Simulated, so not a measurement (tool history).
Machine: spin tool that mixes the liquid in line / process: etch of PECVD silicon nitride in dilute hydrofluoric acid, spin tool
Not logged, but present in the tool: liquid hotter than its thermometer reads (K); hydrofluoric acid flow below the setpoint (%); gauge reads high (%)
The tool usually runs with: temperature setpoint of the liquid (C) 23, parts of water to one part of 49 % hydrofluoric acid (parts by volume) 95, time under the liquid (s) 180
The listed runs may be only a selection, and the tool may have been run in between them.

run,hour,temperature setpoint of the liquid (C),parts of water to one part of 49 % hydrofluoric acid (parts by volume),time under the liquid (s),wafers since the last listed run,hours since the thermometer was replaced,hours since the hydrofluoric acid flow meter was replaced,hours since the gauge calibration,"read-back film thickness of the PECVD silicon nitride reference wafer, read on the same gauge (nm)",thickness taken off the PECVD silicon nitride on a monitor wafer (nm)
1,0,23,95,180,0,329.5,1208.1,1821.3,140.037,3.903
2,74,23,95,180,666,403.5,1282.1,1895.3,140.002,3.88
3,179.9,23,95,180,953,509.4,1388,2001.2,140.027,3.884
4,226.2,23,95,180,416,555.7,1434.3,2047.5,139.982,3.911
# hour 259: hydrofluoric acid flow meter replaced
5,295.4,23,95,180,613,624.9,36.4,2116.7,139.998,3.91
6,343.3,23,75,180,431,672.8,84.3,2164.6,139.951,4.914
7,445.7,23,55,95,921,775.2,186.7,2267,139.987,3.541
8,502.6,23,55,95,512,832.1,243.6,2323.9,140.022,3.532
9,549,23,130,180,417,878.5,290,2370.3,140.047,2.906
10,589.5,23,130,180,364,919,330.5,2410.8,139.972,2.898
11,690.4,23,95,255,908,1019.9,431.4,2511.7,139.942,5.597
12,751.4,23,95,180,549,1080.9,492.4,2572.7,139.968,3.959
# hour 819.1: gauge calibrated
13,854.6,23,95,180,928,1184.1,595.6,35.5,139.969,3.973
14,913.9,19.5,95,180,533,1243.4,654.9,94.8,139.98,3.131
15,987.1,18.5,95,220,658,1316.6,728.1,168,140.027,3.57
16,1046.2,23,95,180,531,1375.7,787.2,227.1,139.999,3.953
17,1104,23,65,270,520,1433.5,845,284.9,140.029,8.579
18,1202.2,23,95,180,883,1531.7,943.2,383.1,140.021,3.983
19,1285.7,20,75,120,751,1615.2,1026.7,466.6,139.955,2.735
20,1344.6,23,95,100,530,1674.1,1085.6,525.5,139.978,2.224
21,1440.7,20.5,95,150,864,1770.2,1181.7,621.6,139.98,2.798
# hour 1471.4: thermometer replaced
22,1501.7,23,95,180,540,30.3,1242.7,682.6,140.025,3.876
23,1550.3,23,95,210,437,78.9,1291.3,731.2,139.941,4.503
# hour 1603.8: hydrofluoric acid flow meter replaced
24,1627.7,21.5,75,90,687,156.3,23.9,808.6,139.972,2.211
25,1692.1,26.5,75,140,579,220.7,88.3,873,139.999,4.875
26,1735,21,95,230,386,263.6,131.2,915.9,139.982,4.366
27,1833.4,27.5,130,245,885,362,229.6,1014.3,139.954,5.123
28,1921.7,23,95,105,794,450.3,317.9,1102.6,139.964,2.287
29,2012.4,21,55,145,816,541,408.6,1193.3,139.969,4.725
30,2075.7,27,70,180,569,604.3,471.9,1256.6,140.005,6.897
31,2140,23,95,180,578,668.6,536.2,1320.9,140.024,3.913
32,2220.1,20.5,95,180,720,748.7,616.3,1401,140.006,3.349
33,2321.3,19,120,250,910,849.9,717.5,1502.2,139.985,3.289

Alternative continuations, all from the tool just after run 33; predict every row:
A,2321.8,23,95,140,4,850.4,718,1502.7,?,?
B,2321.8,23,110,115,4,850.4,718,1502.7,?,?
C,2321.8,25,95,180,4,850.4,718,1502.7,?,?

run,"read-back film thickness of the PECVD silicon nitride reference wafer, read on the same gauge (nm)",thickness taken off the PECVD silicon nitride on a monitor wafer (nm)
A,139.987,3.03
B,139.987,2.154
C,139.987,4.445
Without the tool's unlogged condition, the same runs would have read:
run,thickness taken off the PECVD silicon nitride on a monitor wafer (nm)
A,2.98
B,2.119
C,4.373
